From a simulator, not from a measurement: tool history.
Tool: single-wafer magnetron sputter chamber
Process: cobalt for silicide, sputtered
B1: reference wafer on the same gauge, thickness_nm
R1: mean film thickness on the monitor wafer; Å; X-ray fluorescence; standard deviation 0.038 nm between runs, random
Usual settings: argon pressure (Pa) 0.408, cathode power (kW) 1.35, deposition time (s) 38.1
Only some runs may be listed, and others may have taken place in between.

Run 1, day 0: usual settings; B1 30.008. Result: R1 247.59 Å.
Run 2, day 0.5: usual settings; B1 29.989. Result: R1 248.31 Å.
Run 3, day 0.904: usual settings but deposition time (s) 41.9; B1 30.017. Result: R1 272.53 Å.
Run 4, day 1.196: usual settings but deposition time (s) 41.9; B1 29.999. Result: R1 272.95 Å.
Run 5, day 1.65: usual settings but deposition time (s) 41.9; B1 30.001. Result: R1 272.18 Å.
Run 6, day 1.921: usual settings but argon pressure (Pa) 0.353; B1 30.001. Result: R1 252.33 Å.
Run 7, day 2.279: usual settings but argon pressure (Pa) 0.353; B1 30.006. Result: R1 252.53 Å.
Run 8, day 2.817: usual settings but argon pressure (Pa) 0.353; B1 30.01. Result: R1 253.06 Å.
Run 9, day 3.288: usual settings but cathode power (kW) 1.15; B1 30.01. Result: R1 210.65 Å.
Run 10, day 3.938: usual settings but cathode power (kW) 1.15; B1 30.022. Result: R1 210.64 Å.
Run 11, day 4.679: usual settings but cathode power (kW) 1.15; B1 29.985. Result: R1 210.78 Å.
Run 12, day 5.017: usual settings but argon pressure (Pa) 0.369, deposition time (s) 39.7; B1 29.988. Result: R1 261.12 Å.
Run 13, day 5.646: usual settings; B1 30.009. Result: R1 246.85 Å.
Run 14, day 6.338: usual settings; B1 29.995. Result: R1 247.13 Å.
At day 6.954: gauge calibrated.
Run 15, day 7.058: usual settings but deposition time (s) 40.4; B1 29.994. Result: R1 262.27 Å.
Run 16, day 7.354: usual settings but cathode power (kW) 1.5; B1 29.998. Result: R1 274.32 Å.
At day 7.696: sputter target and shields replaced.
Run 17, day 7.821: usual settings but deposition time (s) 43.5; B1 30.013. Result: R1 290.09 Å.
Run 18, day 8.325: usual settings but cathode power (kW) 1.1; B1 30.011. Result: R1 205.92 Å.
At day 8.9: capacitance manometer re-zeroed and calibrated.
Run 19, day 8.921: usual settings but cathode power (kW) 1.25; B1 29.984. Result: R1 234.84 Å.
Run 20, day 9.388: usual settings but deposition time (s) 41.9; B1 29.991. Result: R1 276.93 Å.
At day 10.971: magnet pack replaced.
Run 21, day 10.992: usual settings; B1 29.986. Result: R1 251.3 Å.
Run 22, day 11.117: usual settings but argon pressure (Pa) 0.32, cathode power (kW) 1.6, deposition time (s) 40.8; B1 29.988. Result: R1 328.61 Å.
Run 23, day 11.475: usual settings but argon pressure (Pa) 0.353; B1 29.998. Result: R1 255.53 Å.
Run 24, day 12.008: usual settings but argon pressure (Pa) 0.544, cathode power (kW) 1.15, deposition time (s) 33; B1 30.006. Result: R1 176.52 Å.
Run 25, day 12.3: usual settings but argon pressure (Pa) 0.563, cathode power (kW) 1.6, deposition time (s) 32.8; B1 29.974. Result: R1 243.16 Å.
Run 26, day 12.85: usual settings but argon pressure (Pa) 0.527, cathode power (kW) 1.5, deposition time (s) 43.6; B1 30.01. Result: R1 305.74 Å.
Run 27, day 13.546: usual settings; B1 29.982. Result: R1 249.46 Å.
Run 28, day 14.171: usual settings but argon pressure (Pa) 0.482, deposition time (s) 40.2; B1 29.991. Result: R1 257.26 Å.
Run 29, day 15.5: usual settings; B1 30.019. Result: R1 248.97 Å.

What if the next run were any one of these 3? Each begins from the tool's condition after run 29:
Run A, day 15.517: usual settings but argon pressure (Pa) 0.457; B1 ?. Result: R1 ?.
Run B, day 15.517: usual settings but argon pressure (Pa) 0.479, cathode power (kW) 1.5; B1 ?. Result: R1 ?.
Run C, day 15.517: usual settings but argon pressure (Pa) 0.483, cathode power (kW) 1.55, deposition time (s) 43.4; B1 ?. Result: R1 ?.

run     B1      R1
  A  29.99  245.55
  B  29.99  270.84
  C  29.99  318.38
Without the tool's hidden state the same runs would have given:
run      R1
  A  250.57
  B  276.38
  C  324.88
